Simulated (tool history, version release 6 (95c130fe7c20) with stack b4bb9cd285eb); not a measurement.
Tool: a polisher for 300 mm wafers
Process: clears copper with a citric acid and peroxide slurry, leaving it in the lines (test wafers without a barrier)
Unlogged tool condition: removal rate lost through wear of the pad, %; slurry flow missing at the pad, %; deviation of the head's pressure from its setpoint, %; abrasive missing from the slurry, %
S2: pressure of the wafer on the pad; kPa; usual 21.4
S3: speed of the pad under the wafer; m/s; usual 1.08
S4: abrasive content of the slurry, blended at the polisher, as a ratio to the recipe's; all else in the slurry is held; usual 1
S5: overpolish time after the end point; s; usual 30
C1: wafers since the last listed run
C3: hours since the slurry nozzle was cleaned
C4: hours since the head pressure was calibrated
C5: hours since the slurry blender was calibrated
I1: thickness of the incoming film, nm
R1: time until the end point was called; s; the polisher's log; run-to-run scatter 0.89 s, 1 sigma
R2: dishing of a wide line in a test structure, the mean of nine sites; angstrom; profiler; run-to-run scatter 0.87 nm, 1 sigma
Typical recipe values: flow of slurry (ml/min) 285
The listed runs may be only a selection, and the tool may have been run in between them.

Run 1, hour 0: usual settings but S2 24.8 kPa, S4 1.05; C1 0; wafers polished on this pad 3971; C3 191.7; C4 94.3; C5 158.3; I1 203.5. Result: R1 95.1 s, R2 430 angstrom.
At hour 21.5: worn pad replaced by a new one.
Run 2, hour 32.4: usual settings but S2 24.8 kPa, S4 1.05; C1 300; wafers polished on this pad 115; C3 224.1; C4 126.7; C5 190.7; I1 201.4. Result: R1 95 s, R2 431 angstrom.
Run 3, hour 194.3: usual settings but S5 20 s; C1 1713; wafers polished on this pad 1829; C3 386; C4 288.6; C5 352.6; I1 196.9. Result: R1 109.2 s, R2 275 angstrom.
Run 4, hour 261.3: usual settings but flow of slurry (ml/min) 365; C1 709; wafers polished on this pad 2538; C3 453; C4 355.6; C5 419.6; I1 196. Result: R1 107.5 s, R2 375 angstrom.
At hour 288: head pressure recalibrated.
Run 5, hour 295.2: usual settings but flow of slurry (ml/min) 365; C1 337; wafers polished on this pad 2876; C3 486.9; C4 7.2; C5 453.5; I1 203.1. Result: R1 113.3 s, R2 386 angstrom.
At hour 316.2: slurry nozzle cleaned.
At hour 318.7: slurry blender recalibrated.
Run 6, hour 363.3: usual settings but S2 26.2 kPa, S3 0.94 m/s; C1 689; wafers polished on this pad 3565; C3 47.1; C4 75.3; C5 44.6; I1 199.2. Result: R1 103.1 s, R2 403 angstrom.
At hour 466.1: worn pad replaced by a new one.
Run 7, hour 484.3: usual settings but S2 26.2 kPa, S3 0.94 m/s; C1 1238; wafers polished on this pad 192; C3 168.1; C4 196.3; C5 165.6; I1 202.7. Result: R1 105.2 s, R2 415 angstrom.
Run 8, hour 533.9: usual settings but S2 26.2 kPa, S3 0.94 m/s; C1 524; wafers polished on this pad 717; C3 217.7; C4 245.9; C5 215.2; I1 200.7. Result: R1 104.3 s, R2 409 angstrom.
Run 9, hour 562.9: usual settings but S3 0.9 m/s; C1 306; wafers polished on this pad 1024; C3 246.7; C4 274.9; C5 244.2; I1 195.7. Result: R1 128.2 s, R2 329 angstrom.
Run 10, hour 591.3: usual settings but flow of slurry (ml/min) 245, S2 17.2 kPa, S3 1.4 m/s; C1 300; wafers polished on this pad 1324; C3 275.1; C4 303.3; C5 272.6; I1 202.5. Result: R1 107.5 s, R2 378 angstrom.
Run 11, hour 660.9: usual settings but flow of slurry (ml/min) 360, S2 18.6 kPa; C1 736; wafers polished on this pad 2061; C3 344.7; C4 372.9; C5 342.2; I1 202. Result: R1 126.1 s, R2 334 angstrom.
At hour 683: head pressure recalibrated.
Run 12, hour 726.2: usual settings but S3 0.8 m/s, S4 1.2; C1 669; wafers polished on this pad 2731; C3 410; C4 43.2; C5 407.5; I1 198.4. Result: R1 143.4 s, R2 300 angstrom.
At hour 728.9: slurry blender recalibrated.
Run 13, hour 795.6: usual settings but S2 26.9 kPa; C1 713; wafers polished on this pad 3444; C3 479.4; C4 112.6; C5 66.7; I1 200.5. Result: R1 88.8 s, R2 478 angstrom.
Run 14, hour 833.7: usual settings; C1 403; wafers polished on this pad 3848; C3 517.5; C4 150.7; C5 104.8; I1 202.1. Result: R1 110.7 s, R2 387 angstrom.
At hour 844.4: slurry nozzle cleaned.
Run 15, hour 861: usual settings but flow of slurry (ml/min) 240, S5 39 s; C1 278; wafers polished on this pad 4126; C3 16.6; C4 178; C5 132.1; I1 198.4. Result: R1 110.8 s, R2 453 angstrom.
At hour 877.4: worn pad replaced by a new one.
Run 16, hour 910.9: usual settings but flow of slurry (ml/min) 315, S5 36 s; C1 485; wafers polished on this pad 354; C3 66.5; C4 227.9; C5 182; I1 201.4. Result: R1 109.9 s, R2 441 angstrom.
Run 17, hour 969.1: usual settings; C1 616; wafers polished on this pad 970; C3 124.7; C4 286.1; C5 240.2; I1 200.6. Result: R1 109.7 s, R2 373 angstrom.
Run 18, hour 1041.1: usual settings but flow of slurry (ml/min) 360, S2 18.6 kPa; C1 762; wafers polished on this pad 1733; C3 196.7; C4 358.1; C5 312.2; I1 197.8. Result: R1 123.2 s, R2 334 angstrom.
At hour 1086.3: head pressure recalibrated.
At hour 1132.1: slurry blender recalibrated.
Run 19, hour 1132.8: usual settings but S3 0.98 m/s, S5 36 s; C1 928; wafers polished on this pad 2661; C3 288.4; C4 46.5; C5 0.7; I1 198.1. Result: R1 119.2 s, R2 408 angstrom.
Run 20, hour 1171: usual settings but S2 26.2 kPa, S3 0.94 m/s; C1 404; wafers polished on this pad 3065; C3 326.6; C4 84.7; C5 38.9; I1 202.1. Result: R1 103.1 s, R2 402 angstrom.
Run 21, hour 1235.8: usual settings but flow of slurry (ml/min) 240, S5 25 s; C1 685; wafers polished on this pad 3751; C3 391.4; C4 149.5; C5 103.7; I1 199. Result: R1 110.6 s, R2 330 angstrom.
At hour 1250.1: slurry nozzle cleaned.
Run 22, hour 1259.8: usual settings but S5 12 s; C1 243; wafers polished on this pad 3994; C3 9.7; C4 173.5; C5 127.7; I1 198.5. Result: R1 108.4 s, R2 178 angstrom.
At hour 1304.4: worn pad replaced by a new one.
Run 23, hour 1312.2: usual settings but S4 1.2; C1 512; wafers polished on this pad 82; C3 62.1; C4 225.9; C5 180.1; I1 196.4. Result: R1 105 s, R2 387 angstrom.
Run 24, hour 1382.4: usual settings but S3 1.34 m/s, S5 22 s; C1 743; wafers polished on this pad 825; C3 132.3; C4 296.1; C5 250.3; I1 202.6. Result: R1 90.9 s, R2 339 angstrom.
Run 25, hour 1430: usual settings but flow of slurry (ml/min) 325; C1 503; wafers polished on this pad 1329; C3 179.9; C4 343.7; C5 297.9; I1 197.7. Result: R1 107.9 s, R2 372 angstrom.
At hour 1449.9: head pressure recalibrated.
Run 26, hour 1458.4: usual settings; C1 279; wafers polished on this pad 1609; C3 208.3; C4 8.5; C5 326.3; I1 197.6. Result: R1 110.7 s, R2 377 angstrom.
Run 27, hour 1508.2: usual settings but flow of slurry (ml/min) 195, S4 0.8, S5 35 s; C1 527; wafers polished on this pad 2136; C3 258.1; C4 58.3; C5 376.1; I1 200.5. Result: R1 120.3 s, R2 388 angstrom.
Run 28, hour 1564.1: usual settings but S3 1.4 m/s; C1 591; wafers polished on this pad 2727; C3 314; C4 114.2; C5 432; I1 201. Result: R1 88.3 s, R2 463 angstrom.

Selected run-to-run steps in R1, each split into two signed amounts: the part the tool would show with no hidden state at all (from settings, incoming material and random variation), and the remainder, which goes to the hidden state together with any gauge scatter not common to the measured and the hidden-state-free results:
Run 5 -> 6: flow of slurry (ml/min) 365 -> 285, S2 21.4 -> 26.2, S3 1.08 -> 0.94, slurry nozzle cleaned, slurry blender recalibrated. R1 -10.2 s: hidden state -4.4, all else -5.8.
Run 12 -> 13: S2 21.4 -> 26.9, S3 0.8 -> 1.08, S4 1.2 -> 1, slurry blender recalibrated. R1 -54.6 s: hidden state -3.9, all else -50.7.
Run 27 -> 28: flow of slurry (ml/min) 195 -> 285, S3 1.08 -> 1.4, S4 0.8 -> 1, S5 35 -> 30. R1 -32 s: hidden state -0.2, all else -31.8.
